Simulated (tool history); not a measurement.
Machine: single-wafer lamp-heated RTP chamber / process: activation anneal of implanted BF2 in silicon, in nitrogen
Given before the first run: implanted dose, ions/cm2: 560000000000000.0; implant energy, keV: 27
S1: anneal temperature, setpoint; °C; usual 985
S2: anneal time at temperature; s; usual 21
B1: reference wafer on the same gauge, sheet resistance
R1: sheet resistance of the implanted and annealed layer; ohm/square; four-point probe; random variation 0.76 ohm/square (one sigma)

run 1 hour=0 | S1=985 S2=21 | B1=176.03 | R1=212.35
run 2 hour=21.6 | S1=965 S2=24 | B1=176.07 | R1=220.23
run 3 hour=53 | S1=965 S2=24 | B1=175.96 | R1=219.14
run 4 hour=82.9 | S1=985 S2=26 | B1=175.96 | R1=209.28
run 5 hour=113.7 | S1=985 S2=30 | B1=175.79 | R1=207.38
run 6 hour=143.3 | S1=985 S2=30 | B1=176.01 | R1=207.62
run 7 hour=167.9 | S1=985 S2=21 | B1=175.92 | R1=209.68
-- hour=184 pyrometer window cleaned and pyrometer calibrated
run 8 hour=184.5 | S1=985 S2=21 | B1=175.96 | R1=213
run 9 hour=204.5 | S1=985 S2=21 | B1=176.03 | R1=210.3
run 10 hour=223.7 | S1=985 S2=21 | B1=176.01 | R1=210.78
run 11 hour=256.9 | S1=985 S2=21 | B1=176.09 | R1=210.12
run 12 hour=291.5 | S1=985 S2=21 | B1=175.99 | R1=211.46
run 13 hour=325.7 | S1=985 S2=21 | B1=176.13 | R1=209.24
-- hour=343.8 pyrometer window cleaned and pyrometer calibrated
run 14 hour=378.2 | S1=985 S2=21 | B1=175.99 | R1=211.76
run 15 hour=392.8 | S1=985 S2=21 | B1=176.05 | R1=210.6
run 16 hour=409.9 | S1=985 S2=27 | B1=176.01 | R1=208.89
run 17 hour=436.6 | S1=985 S2=27 | B1=176.07 | R1=208.48
run 18 hour=468.2 | S1=975 S2=31 | B1=176.13 | R1=211.46
run 19 hour=493.5 | S1=996 S2=11 | B1=175.98 | R1=209.54
-- hour=506.9 pyrometer window cleaned and pyrometer calibrated
run 20 hour=520.9 | S1=985 S2=21 | B1=175.9 | R1=211.98
-- hour=541.3 reflector plate cleaned
run 21 hour=555.8 | S1=958 S2=27 | B1=175.93 | R1=228.04
-- hour=570.5 gauge calibrated
run 22 hour=576 | S1=972 S2=31 | B1=176.22 | R1=215.4
run 23 hour=591.7 | S1=957 S2=21 | B1=176.12 | R1=227.68
run 24 hour=619.3 | S1=958 S2=9 | B1=175.89 | R1=233.56
-- hour=676 pyrometer window cleaned and pyrometer calibrated
run 25 hour=684.5 | S1=961 S2=29 | B1=175.96 | R1=225.35
run 26 hour=719 | S1=996 S2=29 | B1=176.01 | R1=206.09
run 27 hour=731.7 | S1=995 S2=33 | B1=176.01 | R1=205.5
run 28 hour=753 | S1=985 S2=21 | B1=175.87 | R1=210.74
run 29 hour=787.3 | S1=959 S2=21 | B1=175.82 | R1=220.85
run 30 hour=810.5 | S1=955 S2=21 | B1=176.04 | R1=223.94
-- hour=833.1 pyrometer window cleaned and pyrometer calibrated
run 31 hour=833.6 | S1=985 S2=21 | B1=176.04 | R1=214.81
run 32 hour=853.8 | S1=996 S2=11 | B1=175.8 | R1=213.1
run 33 hour=879.8 | S1=996 S2=29 | B1=176.13 | R1=207.53
run 34 hour=904.5 | S1=1008 S2=26 | B1=176 | R1=202.83

Had the tool no unlogged condition, and each run kept its random variation, what would the results have been?
The hidden state here: true wafer temperature minus pyrometer reading, K; wafer temperature error from the tarnished reflector plate, K; gauge reads high (%).
run=1 R1=217.09
run=2 R1=229.75
run=3 R1=230.35
run=4 R1=216.44
run=5 R1=214.7
run=6 R1=215.16
run=7 R1=217.84
run=8 R1=217.48
run=9 R1=216.12
run=10 R1=217.51
run=11 R1=217.8
run=12 R1=219.75
run=13 R1=217.75
run=14 R1=218.29
run=15 R1=217.64
run=16 R1=216.04
run=17 R1=216.11
run=18 R1=221.29
run=19 R1=216.35
run=20 R1=217.73
run=21 R1=236.02
run=22 R1=221.76
run=23 R1=239.04
run=24 R1=247.41
run=25 R1=231.69
run=26 R1=210.3
run=27 R1=210.16
run=28 R1=217.68
run=29 R1=235.56
run=30 R1=240.79
run=31 R1=218.15
run=32 R1=217.07
run=33 R1=211.99
run=34 R1=206.54

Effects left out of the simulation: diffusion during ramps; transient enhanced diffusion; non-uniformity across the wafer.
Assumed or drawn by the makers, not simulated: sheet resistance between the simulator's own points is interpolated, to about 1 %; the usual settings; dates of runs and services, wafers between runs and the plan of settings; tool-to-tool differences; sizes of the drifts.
